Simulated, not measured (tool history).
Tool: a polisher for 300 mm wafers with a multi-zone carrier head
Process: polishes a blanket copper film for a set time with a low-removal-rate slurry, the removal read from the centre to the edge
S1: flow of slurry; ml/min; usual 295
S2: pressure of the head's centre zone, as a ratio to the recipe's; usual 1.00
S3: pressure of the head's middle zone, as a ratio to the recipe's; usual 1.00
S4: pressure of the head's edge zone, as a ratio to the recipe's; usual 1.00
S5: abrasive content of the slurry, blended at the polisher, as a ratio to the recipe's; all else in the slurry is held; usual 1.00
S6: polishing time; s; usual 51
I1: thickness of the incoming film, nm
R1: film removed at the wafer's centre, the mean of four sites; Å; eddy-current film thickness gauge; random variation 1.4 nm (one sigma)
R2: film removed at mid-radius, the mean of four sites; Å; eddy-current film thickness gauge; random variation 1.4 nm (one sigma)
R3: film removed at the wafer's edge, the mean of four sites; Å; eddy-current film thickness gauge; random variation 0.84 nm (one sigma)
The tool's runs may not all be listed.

run     day   S1    S2    S3    S4    S5  S6     I1    R1    R2    R3
  1   0.000  295  1.00  1.00  1.00  1.00  51  636.9   899   929   922
  2   2.508  295  1.00  1.00  1.00  1.00  51  643.6   881   899   913
      3.888  -- slurry nozzle cleaned
  3   4.296  360  1.00  1.00  1.00  1.00  46  633.8   885   940   912
      8.688  -- centre zone pressure recalibrated
  4   8.708  250  1.00  1.00  1.00  1.00  51  642.4   987   978   952
     10.088  -- edge zone pressure recalibrated
     11.704  -- worn pad replaced by a new one
  5  11.858  295  1.00  1.00  1.00  1.00  51  631.5   982   978   983
  6  15.021  295  1.00  1.00  1.00  1.00  51  641.4   991   987   988
  7  17.383  295  1.00  1.00  1.00  1.00  51  641.9   970  1000   973
  8  21.333  295  1.00  1.00  1.09  0.90  51  642.9   928   962   984
  9  22.892  295  1.00  1.00  1.09  1.00  51  644.2   943   987  1013
 10  26.758  295  1.00  1.00  1.00  1.00  46  636.8   810   850   870
 11  28.558  295  1.00  1.00  1.00  1.00  51  641.1   878   958   954
 12  32.629  295  1.00  1.00  1.00  1.00  51  643.5   843   899   926
     32.846  -- edge zone pressure recalibrated
     34.033  -- centre zone pressure recalibrated
     34.688  -- worn pad replaced by a new one
     35.179  -- slurry nozzle cleaned
 13  35.642  250  0.89  1.00  1.00  1.20  36  638.9   630   731   717
 14  39.375  325  1.00  1.00  1.00  1.00  51  636.5   977   996   986
 15  43.317  295  1.00  0.91  1.00  1.00  51  645.3   985   902   968
 16  46.783  385  0.91  1.00  1.00  0.85  64  640.7  1038  1184  1177
 17  49.462  295  1.00  1.00  1.00  1.00  66  636.2  1205  1242  1259

The next listed run, before its measurement:
 18  51.908  195  1.00  1.00  1.00  1.00  51  648.0   ?   ?   ?

R1: 840 Å
R2: 908 Å
R3: 925 Å
Without the tool's hidden state the same run would have given R1 923 Å, R2 937 Å, R3 946 Å.
